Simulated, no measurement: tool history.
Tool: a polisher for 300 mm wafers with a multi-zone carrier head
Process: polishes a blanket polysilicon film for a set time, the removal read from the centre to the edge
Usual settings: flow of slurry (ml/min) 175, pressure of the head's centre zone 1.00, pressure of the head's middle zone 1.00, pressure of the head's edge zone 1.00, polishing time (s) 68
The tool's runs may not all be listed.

run	hour	flow of slurry (ml/min)	pressure of the head's centre zone	pressure of the head's middle zone	pressure of the head's edge zone	polishing time (s)	wafers since the last listed run	wafers polished on this pad	hours since the slurry nozzle was cleaned	hours since the centre zone pressure was calibrated	hours since the edge zone pressure was calibrated	hours since the carrier head's membrane was replaced	incoming thickness of the incoming film, nm	film removed at the wafer's centre (Å)	film removed at mid-radius (Å)	film removed at the wafer's edge (Å)
1	0.0	175	1.00	1.00	1.05	49	0	554	53.6	162.3	112.9	1805.6	1739.0	2633	2610	2715
2	29.5	175	1.00	1.00	1.05	49	452	1006	83.1	191.8	142.4	1835.1	1754.6	2579	2515	2624
3	51.9	175	1.00	1.00	1.04	68	343	1350	105.5	214.2	164.8	1857.5	1731.1	3473	3486	3628
4	83.6	175	1.00	1.00	1.04	68	486	1836	137.2	245.9	196.5	1889.2	1712.0	3461	3428	3530
# hour 90.1: worn pad replaced by a new one
5	108.5	175	1.06	1.00	1.00	68	320	281	162.1	270.8	221.4	1914.1	1701.1	3903	3589	3754
6	127.4	175	1.06	1.00	1.00	68	289	571	181.0	289.7	240.3	1933.0	1728.5	3865	3649	3720
7	146.1	175	1.06	1.00	1.00	68	286	857	199.7	308.4	259.0	1951.7	1706.8	3852	3605	3565
8	161.8	175	1.00	1.00	1.00	75	240	1098	215.4	324.1	274.7	1967.4	1745.1	3916	3932	3943
9	187.7	175	1.00	1.00	1.00	75	397	1495	241.3	350.0	300.6	1993.3	1692.6	3851	3875	3861
# hour 206.4: carrier head's membrane replaced by a new one
# hour 215.5: worn pad replaced by a new one
10	231.1	175	1.10	0.91	1.00	68	527	239	284.7	393.4	344.0	24.7	1746.6	4088	3347	3776
11	244.7	175	1.08	1.00	1.00	68	208	447	298.3	407.0	357.6	38.3	1734.4	3954	3607	3660
# hour 246.9: edge zone pressure recalibrated
# hour 247.0: centre zone pressure recalibrated
12	274.4	150	1.00	1.00	1.00	68	423	870	328.0	27.4	27.5	68.0	1715.6	3481	3469	3581
13	294.7	125	1.08	1.11	1.00	55	311	1181	348.3	47.7	47.8	88.3	1741.1	2886	2892	2738
14	324.8	175	1.00	1.00	1.00	68	461	1643	378.4	77.8	77.9	118.4	1730.8	3450	3454	3443
# hour 340.5: worn pad replaced by a new one
15	341.0	175	1.00	1.00	1.00	68	187	8	394.6	94.0	94.1	134.6	1736.1	3721	3780	3764
# hour 356.7: slurry nozzle cleaned
16	363.5	175	1.00	1.06	1.00	68	329	337	6.8	116.5	116.6	157.1	1727.7	3659	3800	3703
17	380.1	125	1.00	0.92	1.09	68	254	592	23.4	133.1	133.2	173.7	1747.1	3327	3120	3632
18	407.7	175	1.05	1.00	0.96	68	423	1015	51.0	160.7	160.8	201.3	1733.6	3738	3575	3544
19	434.7	175	1.08	1.00	0.91	68	413	1429	78.0	187.7	187.8	228.3	1702.9	3801	3486	3409
20	453.1	175	0.92	1.00	1.00	68	282	1711	96.4	206.1	206.2	246.7	1722.1	3211	3498	3482
# hour 458.7: worn pad replaced by a new one
21	486.1	175	1.00	1.04	1.00	80	444	419	129.4	239.1	239.2	279.7	1735.8	4363	4457	4305

Some steps in film removed at the wafer's centre (Å) between neighbouring runs. How much of each would the tool show without its hidden state too (settings, what came in, random variation), and how much is left for the hidden state, with any gauge scatter that isn't in both results?
The hidden state here: removal rate lost through wear of the pad, %; slurry flow missing at the pad, %; deviation of the centre zone's pressure from its setpoint, %; deviation of the edge zone's pressure from its setpoint, %.
Run 2 -> 3: pressure of the head's edge zone 1.05 -> 1.04, polishing time (s) 49 -> 68. film removed at the wafer's centre (Å) +894: hidden state -95, all else +989.
Run 4 -> 5: pressure of the head's centre zone 1.00 -> 1.06, pressure of the head's edge zone 1.04 -> 1.00, worn pad replaced by a new one. film removed at the wafer's centre (Å) +442: hidden state +239, all else +203.
Run 14 -> 15: worn pad replaced by a new one. film removed at the wafer's centre (Å) +271: hidden state +251, all else +20.
Run 20 -> 21: pressure of the head's centre zone 0.92 -> 1.00, pressure of the head's middle zone 1.00 -> 1.04, polishing time (s) 68 -> 80, worn pad replaced by a new one. film removed at the wafer's centre (Å) +1152: hidden state +127, all else +1025.
